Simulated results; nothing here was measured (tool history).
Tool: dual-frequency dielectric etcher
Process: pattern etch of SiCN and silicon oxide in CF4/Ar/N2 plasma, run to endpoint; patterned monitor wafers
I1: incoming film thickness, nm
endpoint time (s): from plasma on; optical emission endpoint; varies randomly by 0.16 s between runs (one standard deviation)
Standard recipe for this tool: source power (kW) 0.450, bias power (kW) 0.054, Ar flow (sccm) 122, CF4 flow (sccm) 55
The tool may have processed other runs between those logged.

Run 1, hour 0.0: usual settings but source power (kW) 0.390; I1 17.59. Result: endpoint time (s) 24.9.
Run 2, hour 42.0: usual settings but source power (kW) 0.390; I1 17.57. Result: endpoint time (s) 24.5.
Run 3, hour 82.7: usual settings but source power (kW) 0.390; I1 17.49. Result: endpoint time (s) 24.2.
Run 4, hour 135.8: usual settings; I1 17.60. Result: endpoint time (s) 22.1.
Run 5, hour 166.9: usual settings; I1 17.48. Result: endpoint time (s) 21.8.
Run 6, hour 236.8: usual settings; I1 17.57. Result: endpoint time (s) 21.8.
Run 7, hour 295.0: usual settings; I1 17.51. Result: endpoint time (s) 21.6.
Run 8, hour 338.1: usual settings but Ar flow (sccm) 111; I1 17.67. Result: endpoint time (s) 21.4.
At hour 367.5: wet clean of the chamber.
Run 9, hour 395.5: usual settings but Ar flow (sccm) 111; I1 17.45. Result: endpoint time (s) 22.2.
Run 10, hour 464.0: usual settings but Ar flow (sccm) 111; I1 17.53. Result: endpoint time (s) 21.6.
At hour 472.0: Ar flow controller replaced.
Run 11, hour 515.9: usual settings but Ar flow (sccm) 112, CF4 flow (sccm) 60; I1 17.46. Result: endpoint time (s) 21.3.
Run 12, hour 550.7: usual settings but source power (kW) 0.540, bias power (kW) 0.059; I1 17.48. Result: endpoint time (s) 19.1.
Run 13, hour 584.9: usual settings but source power (kW) 0.370, bias power (kW) 0.065, CF4 flow (sccm) 48; I1 17.52. Result: endpoint time (s) 24.4.
Run 14, hour 620.9: usual settings; I1 17.50. Result: endpoint time (s) 21.7.
At hour 658.3: upper electrode replaced.
At hour 673.5: bias power generator calibrated.
Run 15, hour 689.5: usual settings but source power (kW) 0.520, bias power (kW) 0.042, Ar flow (sccm) 93; I1 17.36. Result: endpoint time (s) 19.6.
At hour 718.7: source power generator calibrated.
At hour 739.0: wet clean of the chamber.
Run 16, hour 754.7: usual settings but CF4 flow (sccm) 67; I1 17.41. Result: endpoint time (s) 21.5.
Run 17, hour 780.3: usual settings; I1 17.45. Result: endpoint time (s) 22.8.
At hour 805.9: CF4 flow controller replaced.
Run 18, hour 809.2: usual settings but source power (kW) 0.380, bias power (kW) 0.042, Ar flow (sccm) 108, CF4 flow (sccm) 61; I1 17.57. Result: endpoint time (s) 24.9.
Run 19, hour 856.4: usual settings; I1 17.69. Result: endpoint time (s) 22.5.
Run 20, hour 1057.2: usual settings; I1 17.40. Result: endpoint time (s) 21.7.
Run 21, hour 1106.8: usual settings but source power (kW) 0.370; I1 17.62. Result: endpoint time (s) 24.7.

4 options for the next run, each taken on its own from the tool as it stands now. Forecast them:
Run A, hour 1107.2: usual settings but source power (kW) 0.550; I1 17.59. Result: endpoint time (s) ?.
Run B, hour 1107.2: usual settings but bias power (kW) 0.048, Ar flow (sccm) 139; I1 17.59. Result: endpoint time (s) ?.
Run C, hour 1107.2: usual settings but source power (kW) 0.420, Ar flow (sccm) 132, CF4 flow (sccm) 63; I1 17.59. Result: endpoint time (s) ?.
Run D, hour 1107.2: usual settings but source power (kW) 0.400, bias power (kW) 0.041, CF4 flow (sccm) 61; I1 17.59. Result: endpoint time (s) ?.

run  endpoint time (s)
  A               19.2
  B               23.1
  C               22.5
  D               24.4
With no hidden state in the tool, these same runs would have given:
run  endpoint time (s)
  A               20.1
  B               24.1
  C               23.5
  D               25.5
